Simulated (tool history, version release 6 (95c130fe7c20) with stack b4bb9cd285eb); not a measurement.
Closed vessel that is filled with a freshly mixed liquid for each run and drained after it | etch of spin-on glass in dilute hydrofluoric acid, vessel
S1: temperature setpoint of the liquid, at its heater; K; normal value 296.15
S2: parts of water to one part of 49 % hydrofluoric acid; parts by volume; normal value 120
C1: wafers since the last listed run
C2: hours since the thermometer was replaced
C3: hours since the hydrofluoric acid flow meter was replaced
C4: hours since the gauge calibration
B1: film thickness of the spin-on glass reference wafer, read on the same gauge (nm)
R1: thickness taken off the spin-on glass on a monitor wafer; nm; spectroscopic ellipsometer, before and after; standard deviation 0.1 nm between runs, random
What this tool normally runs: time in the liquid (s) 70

Run 1, hour 0.0: usual settings but S1 299.15 K; C1 0; C2 1166.5; C3 1365.3; C4 418.4; B1 50.01. Result: R1 24.30 nm.
Run 2, hour 94.1: usual settings but S1 299.15 K; C1 8268; C2 1260.6; C3 1459.4; C4 512.5; B1 49.99. Result: R1 24.45 nm.
Run 3, hour 139.9: usual settings but S1 292.65 K, time in the liquid (s) 40; C1 4024; C2 1306.4; C3 1505.2; C4 558.3; B1 49.94. Result: R1 10.76 nm.
Run 4, hour 186.6: usual settings but S1 292.65 K, time in the liquid (s) 40; C1 4103; C2 1353.1; C3 1551.9; C4 605.0; B1 50.02. Result: R1 10.64 nm.
Run 5, hour 292.7: usual settings but S1 294.65 K; C1 9322; C2 1459.2; C3 1658.0; C4 711.1; B1 50.00. Result: R1 20.31 nm.
Run 6, hour 336.0: usual settings; C1 3804; C2 1502.5; C3 1701.3; C4 754.4; B1 49.99. Result: R1 21.29 nm.
Run 7, hour 503.0: usual settings; C1 14673; C2 1669.5; C3 1868.3; C4 921.4; B1 50.03. Result: R1 21.25 nm.
At hour 558.8: thermometer replaced.
Run 8, hour 624.2: usual settings; C1 10561; C2 65.4; C3 1989.5; C4 1042.6; B1 49.98. Result: R1 21.07 nm.
At hour 657.8: hydrofluoric acid flow meter replaced.
Run 9, hour 727.5: usual settings; C1 8988; C2 168.7; C3 69.7; C4 1145.9; B1 50.00. Result: R1 22.79 nm.
Run 10, hour 830.3: usual settings but S1 294.65 K, time in the liquid (s) 40; C1 9032; C2 271.5; C3 172.5; C4 1248.7; B1 50.04. Result: R1 12.12 nm.
Run 11, hour 868.4: usual settings; C1 3347; C2 309.6; C3 210.6; C4 1286.8; B1 49.98. Result: R1 22.70 nm.
Run 12, hour 958.6: usual settings; C1 7925; C2 399.8; C3 300.8; C4 1377.0; B1 49.99. Result: R1 22.42 nm.
At hour 991.4: gauge calibrated.
Run 13, hour 1021.2: usual settings but S1 292.65 K, S2 80 parts by volume; C1 5500; C2 462.4; C3 363.4; C4 29.8; B1 49.99. Result: R1 30.51 nm.
Run 14, hour 1090.9: usual settings but S1 294.65 K, S2 65 parts by volume, time in the liquid (s) 95; C1 6124; C2 532.1; C3 433.1; C4 99.5; B1 49.96. Result: R1 56.31 nm.
Run 15, hour 1132.2: usual settings but S2 100 parts by volume, time in the liquid (s) 40; C1 3628; C2 573.4; C3 474.4; C4 140.8; B1 49.98. Result: R1 15.71 nm.
Run 16, hour 1195.7: usual settings but time in the liquid (s) 100; C1 5579; C2 636.9; C3 537.9; C4 204.3; B1 50.02. Result: R1 31.93 nm.
Run 17, hour 1316.8: usual settings but S1 299.15 K, time in the liquid (s) 85; C1 10640; C2 758.0; C3 659.0; C4 325.4; B1 50.01. Result: R1 30.21 nm.
Run 18, hour 1366.5: usual settings but S2 80 parts by volume; C1 4366; C2 807.7; C3 708.7; C4 375.1; B1 49.99. Result: R1 35.02 nm.
Run 19, hour 1409.2: usual settings but S1 292.15 K, S2 60 parts by volume; C1 3751; C2 850.4; C3 751.4; C4 417.8; B1 49.99. Result: R1 40.19 nm.

Subtracting, for every run, the result it would have given without the tool's unlogged condition from the measured result gives the following. The same run-to-run variation enters both numbers; the gauge's scatter may not:
The hidden state here: liquid hotter than its thermometer reads (K); hydrofluoric acid flow below the setpoint (%); gauge reads high (%).
run     R1
  1  -1.48
  2  -1.58
  3  -0.71
  4  -0.73
  5  -1.49
  6  -1.60
  7  -1.77
  8  -1.88
  9  -0.25
 10  -0.19
 11  -0.39
 12  -0.46
 13  -0.68
 14  -1.40
 15  -0.43
 16  -0.97
 17  -1.10
 18  -1.28
 19  -1.51

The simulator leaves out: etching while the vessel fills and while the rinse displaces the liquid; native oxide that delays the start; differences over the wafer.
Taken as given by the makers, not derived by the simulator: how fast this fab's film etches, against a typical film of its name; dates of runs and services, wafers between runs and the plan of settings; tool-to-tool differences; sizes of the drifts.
